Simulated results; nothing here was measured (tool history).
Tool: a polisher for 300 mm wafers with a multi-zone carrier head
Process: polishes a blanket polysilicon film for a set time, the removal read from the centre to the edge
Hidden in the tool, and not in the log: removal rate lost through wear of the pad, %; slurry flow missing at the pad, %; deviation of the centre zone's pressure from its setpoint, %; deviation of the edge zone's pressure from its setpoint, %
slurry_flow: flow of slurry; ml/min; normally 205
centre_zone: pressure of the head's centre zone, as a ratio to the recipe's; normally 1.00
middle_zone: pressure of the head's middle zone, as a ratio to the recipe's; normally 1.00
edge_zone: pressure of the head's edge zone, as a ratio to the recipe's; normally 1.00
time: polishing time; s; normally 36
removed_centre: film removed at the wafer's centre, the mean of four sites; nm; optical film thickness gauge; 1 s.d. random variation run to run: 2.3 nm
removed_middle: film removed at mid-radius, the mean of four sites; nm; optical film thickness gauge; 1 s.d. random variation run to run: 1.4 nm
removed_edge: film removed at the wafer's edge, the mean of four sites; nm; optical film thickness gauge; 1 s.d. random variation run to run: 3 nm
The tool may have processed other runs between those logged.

| run | hour | slurry_flow | centre_zone | middle_zone | edge_zone | time | wafers since the last listed run | wafers polished on this pad | hours since the slurry nozzle was cleaned | hours since the centre zone pressure was calibrated | hours since the edge zone pressure was calibrated | hours since the carrier head's membrane was replaced | incoming thickness of the incoming film, nm | removed_centre | removed_middle | removed_edge |
|---|---|---|---|---|---|---|---|---|---|---|---|---|---|---|---|---|
| 1 | 0.0 | 205 | 1.00 | 1.00 | 1.00 | 36 | 0 | 1478 | 67.1 | 959.6 | 512.2 | 469.1 | 2149.2 | 202.1 | 203.5 | 201.7 |
|  | 2.5 | worn pad replaced by a new one |
| 2 | 19.4 | 205 | 1.00 | 1.00 | 1.00 | 36 | 148 | 148 | 86.5 | 979.0 | 531.6 | 488.5 | 2138.4 | 205.6 | 201.9 | 207.1 |
| 3 | 52.3 | 205 | 1.00 | 1.00 | 1.00 | 36 | 290 | 439 | 119.4 | 1011.9 | 564.5 | 521.4 | 2125.6 | 200.7 | 199.4 | 196.9 |
| 4 | 76.8 | 205 | 1.00 | 1.00 | 1.00 | 36 | 216 | 655 | 143.9 | 1036.4 | 589.0 | 545.9 | 2117.9 | 200.2 | 200.4 | 198.5 |
| 5 | 103.7 | 205 | 1.00 | 1.00 | 1.00 | 36 | 237 | 892 | 170.8 | 1063.3 | 615.9 | 572.8 | 2143.7 | 200.9 | 198.3 | 197.7 |
| 6 | 131.2 | 205 | 1.00 | 1.00 | 1.07 | 36 | 242 | 1135 | 198.3 | 1090.8 | 643.4 | 600.3 | 2156.2 | 197.8 | 196.0 | 200.8 |
|  | 143.6 | worn pad replaced by a new one |
|  | 146.0 | edge zone pressure recalibrated |
| 7 | 150.3 | 205 | 1.00 | 1.00 | 1.07 | 36 | 115 | 41 | 217.4 | 1109.9 | 4.3 | 619.4 | 2171.3 | 202.2 | 196.7 | 204.4 |
| 8 | 171.2 | 160 | 1.00 | 1.00 | 1.00 | 36 | 184 | 225 | 238.3 | 1130.8 | 25.2 | 640.3 | 2095.7 | 189.1 | 193.6 | 187.5 |
| 9 | 184.7 | 205 | 1.00 | 1.00 | 1.00 | 28 | 119 | 345 | 251.8 | 1144.3 | 38.7 | 653.8 | 2108.1 | 154.1 | 154.6 | 155.0 |
|  | 207.4 | carrier head's membrane replaced by a new one |
| 10 | 207.9 | 205 | 1.00 | 1.00 | 1.00 | 36 | 160 | 505 | 275.0 | 1167.5 | 61.9 | 0.5 | 2165.4 | 193.0 | 197.2 | 194.8 |
| 11 | 220.5 | 205 | 1.00 | 1.00 | 1.00 | 36 | 111 | 616 | 287.6 | 1180.1 | 74.5 | 13.1 | 2155.1 | 197.5 | 194.0 | 199.6 |
| 12 | 255.0 | 205 | 0.96 | 1.00 | 1.00 | 36 | 304 | 921 | 322.1 | 1214.6 | 109.0 | 47.6 | 2167.0 | 183.6 | 193.1 | 195.3 |
|  | 267.8 | slurry nozzle cleaned |
| 13 | 274.5 | 205 | 1.00 | 1.00 | 1.00 | 36 | 163 | 1084 | 6.7 | 1234.1 | 128.5 | 67.1 | 2106.8 | 202.3 | 201.1 | 206.2 |
|  | 299.9 | centre zone pressure recalibrated |
| 14 | 310.5 | 205 | 1.00 | 1.00 | 1.00 | 27 | 300 | 1384 | 42.7 | 10.6 | 164.5 | 103.1 | 2146.0 | 151.4 | 151.5 | 149.2 |
|  | 321.6 | worn pad replaced by a new one |
| 15 | 334.1 | 235 | 1.00 | 1.00 | 1.00 | 36 | 172 | 110 | 66.3 | 34.2 | 188.1 | 126.7 | 2090.5 | 209.0 | 202.6 | 203.8 |

Run 16 comes next. What will it give?
| 16 | 363.6 | 205 | 1.00 | 1.04 | 1.10 | 48 | 260 | 370 | 95.8 | 63.7 | 217.6 | 156.2 | 2134.4 | ? | ? | ? |

removed_centre: 272.0 nm
removed_middle: 273.6 nm
removed_edge: 279.2 nm
On a tool with no hidden condition, and with the same random variation, this run would have come out at removed_centre 277.2 nm, removed_middle 278.3 nm, removed_edge 282.8 nm.

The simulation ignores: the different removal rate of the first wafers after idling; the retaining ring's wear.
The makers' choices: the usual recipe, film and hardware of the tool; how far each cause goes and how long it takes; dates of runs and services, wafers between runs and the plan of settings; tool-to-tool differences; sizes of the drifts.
